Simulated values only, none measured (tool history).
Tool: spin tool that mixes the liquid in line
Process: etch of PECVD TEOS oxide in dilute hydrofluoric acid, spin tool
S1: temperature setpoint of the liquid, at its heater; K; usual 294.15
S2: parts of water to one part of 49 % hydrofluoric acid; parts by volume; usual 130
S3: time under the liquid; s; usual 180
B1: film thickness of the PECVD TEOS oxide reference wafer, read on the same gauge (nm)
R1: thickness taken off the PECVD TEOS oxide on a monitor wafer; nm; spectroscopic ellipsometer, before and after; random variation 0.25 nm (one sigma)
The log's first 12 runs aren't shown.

Run 13, hour 577.1: usual settings; B1 30.01. Result: R1 27.42 nm.
Run 14, hour 611.6: usual settings; B1 30.01. Result: R1 27.85 nm.
Run 15, hour 667.3: usual settings but S3 155 s; B1 30.00. Result: R1 24.06 nm.
Run 16, hour 708.5: usual settings but S1 290.65 K; B1 30.02. Result: R1 24.24 nm.
Run 17, hour 763.6: usual settings but S1 292.65 K, S2 110 parts by volume, S3 250 s; B1 29.98. Result: R1 43.36 nm.
Run 18, hour 808.4: usual settings but S1 292.15 K, S2 75 parts by volume, S3 120 s; B1 30.00. Result: R1 31.23 nm.
Run 19, hour 856.5: usual settings; B1 29.99. Result: R1 28.45 nm.
Run 20, hour 1027.0: usual settings but S2 150 parts by volume, S3 250 s; B1 29.99. Result: R1 32.79 nm.
At hour 1080.6: gauge calibrated.
Run 21, hour 1097.9: usual settings; B1 30.02. Result: R1 28.26 nm.
At hour 1104.1: thermometer replaced.
Run 22, hour 1134.6: usual settings but S2 105 parts by volume; B1 30.00. Result: R1 35.80 nm.
Run 23, hour 1168.1: usual settings but S1 292.65 K; B1 30.00. Result: R1 26.61 nm.
Run 24, hour 1239.4: usual settings but S1 297.15 K; B1 30.00. Result: R1 32.26 nm.
Run 25, hour 1285.3: usual settings but S1 290.15 K, S2 115 parts by volume; B1 30.00. Result: R1 27.88 nm.
Run 26, hour 1326.0: usual settings but S3 250 s; B1 30.01. Result: R1 39.98 nm.
Run 27, hour 1369.9: usual settings but S1 299.15 K, S2 185 parts by volume, S3 110 s; B1 30.01. Result: R1 14.16 nm.
Run 28, hour 1423.9: usual settings; B1 30.02. Result: R1 28.81 nm.
Run 29, hour 1477.3: usual settings but S1 295.65 K, S2 90 parts by volume, S3 90 s; B1 29.99. Result: R1 23.38 nm.
Run 30, hour 1508.6: usual settings but S1 292.65 K, S2 105 parts by volume, S3 270 s; B1 30.01. Result: R1 52.35 nm.
Run 31, hour 1554.5: usual settings but S1 290.15 K; B1 30.01. Result: R1 24.48 nm.
At hour 1578.5: hydrofluoric acid flow meter replaced.
Run 32, hour 1617.5: usual settings but S1 292.65 K; B1 29.99. Result: R1 25.87 nm.
Run 33, hour 1686.5: usual settings but S1 291.15 K, S2 70 parts by volume, S3 235 s; B1 30.01. Result: R1 63.79 nm.
Run 34, hour 1741.5: usual settings but S1 295.65 K, S3 285 s; B1 30.00. Result: R1 46.55 nm.

Forecast each of these 3 alternatives for the next run:
Run A, hour 1742.0: usual settings; B1 ?. Result: R1 ?.
Run B, hour 1742.0: usual settings but S1 290.65 K, S2 195 parts by volume, S3 220 s; B1 ?. Result: R1 ?.
Run C, hour 1742.0: usual settings but S2 75 parts by volume; B1 ?. Result: R1 ?.

run     B1     R1
  A  30.00  27.63
  B  30.00  18.35
  C  30.00  50.97
Without the tool's hidden state the same runs would have given:
run     R1
  A  27.26
  B  18.10
  C  50.31
